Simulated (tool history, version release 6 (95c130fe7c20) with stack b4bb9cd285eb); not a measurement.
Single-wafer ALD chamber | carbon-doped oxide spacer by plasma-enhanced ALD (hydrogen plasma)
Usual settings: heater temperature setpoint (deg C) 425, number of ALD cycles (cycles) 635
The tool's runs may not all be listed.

run	hour	heater temperature setpoint (deg C)	number of ALD cycles (cycles)	wafers since the last listed run	hours since the last thermocouple change	hours since the gauge calibration	read-back reference wafer on the same gauge, thickness_nm	mean film thickness on the monitor wafer (Å)
1	0.0	425	635	0	1495.6	522.9	25.099	275.33
2	67.0	425	635	25	1562.6	589.9	25.099	274.39
3	100.1	425	635	12	1595.7	623.0	25.084	274.69
4	166.4	425	635	25	1662.0	689.3	25.128	274.86
5	205.9	425	535	15	1701.5	728.8	25.098	231.85
6	266.1	425	535	22	1761.7	789.0	25.111	231.04
7	472.3	425	535	78	1967.9	995.2	25.075	231.33
8	534.0	425	635	23	2029.6	1056.9	25.113	272.49
9	591.4	425	574	21	2087.0	1114.3	25.117	246.76
10	634.5	425	574	16	2130.1	1157.4	25.126	247.49
11	699.3	425	574	24	2194.9	1222.2	25.091	247.86
12	732.9	425	635	12	2228.5	1255.8	25.098	274.39
13	787.8	425	635	20	2283.4	1310.7	25.104	274.87
14	835.4	425	635	18	2331.0	1358.3	25.089	273.29
15	888.6	425	635	20	2384.2	1411.5	25.082	272.40
16	959.3	425	635	26	2454.9	1482.2	25.091	272.90
17	1004.6	433	707	17	2500.2	1527.5	25.114	296.26
18	1043.6	425	635	14	2539.2	1566.5	25.082	273.07
# hour 1062.5: gauge calibrated
19	1070.2	437	736	10	2565.8	7.7	25.091	305.03
20	1100.3	425	535	11	2595.9	37.8	25.092	230.25
# hour 1273.0: thermocouple changed; heater temperature recalibrated
21	1290.1	425	635	69	17.1	227.6	25.090	277.11
22	1322.3	421	717	12	49.3	259.8	25.090	315.19
23	1355.5	435	635	12	82.5	293.0	25.100	269.44
24	1380.1	433	635	9	107.1	317.6	25.134	270.47
25	1451.6	439	592	27	178.6	389.1	25.108	248.35
26	1481.2	436	739	11	208.2	418.7	25.077	311.22
27	1509.6	418	724	10	236.6	447.1	25.119	321.67
28	1577.3	416	685	25	304.3	514.8	25.103	305.10
29	1643.5	430	719	25	370.5	581.0	25.087	308.65
30	1701.2	438	531	21	428.2	638.7	25.101	222.14
31	1748.5	425	559	17	475.5	686.0	25.088	243.36
32	1793.5	425	554	17	520.5	731.0	25.082	240.86
33	1832.9	418	724	14	559.9	770.4	25.113	320.27
34	1859.6	431	635	10	586.6	797.1	25.088	272.43

Hidden state or all else? Some run-to-run changes of mean film thickness on the monitor wafer (Å), split into what the settings, what came in and random variation would give without the hidden state, and what is left for the hidden state (with any gauge scatter that isn't in both results):
The hidden state here: wafer temperature above the value expected at the setpoint (K); gauge reads high (%).
Run 18 -> 19: heater temperature setpoint (deg C) 425 -> 437, number of ALD cycles (cycles) 635 -> 736, gauge calibrated. mean film thickness on the monitor wafer (Å) +31.96: hidden state -0.73, all else +32.69.
Run 19 -> 20: heater temperature setpoint (deg C) 437 -> 425, number of ALD cycles (cycles) 736 -> 535. mean film thickness on the monitor wafer (Å) -74.78: hidden state +1.32, all else -76.10.
Run 20 -> 21: number of ALD cycles (cycles) 535 -> 635, thermocouple changed; heater temperature recalibrated. mean film thickness on the monitor wafer (Å) +46.86: hidden state +2.95, all else +43.91.
Run 29 -> 30: heater temperature setpoint (deg C) 430 -> 438, number of ALD cycles (cycles) 719 -> 531. mean film thickness on the monitor wafer (Å) -86.51: hidden state +0.32, all else -86.83.
Run 32 -> 33: heater temperature setpoint (deg C) 425 -> 418, number of ALD cycles (cycles) 554 -> 724. mean film thickness on the monitor wafer (Å) +79.41: hidden state -0.51, all else +79.92.
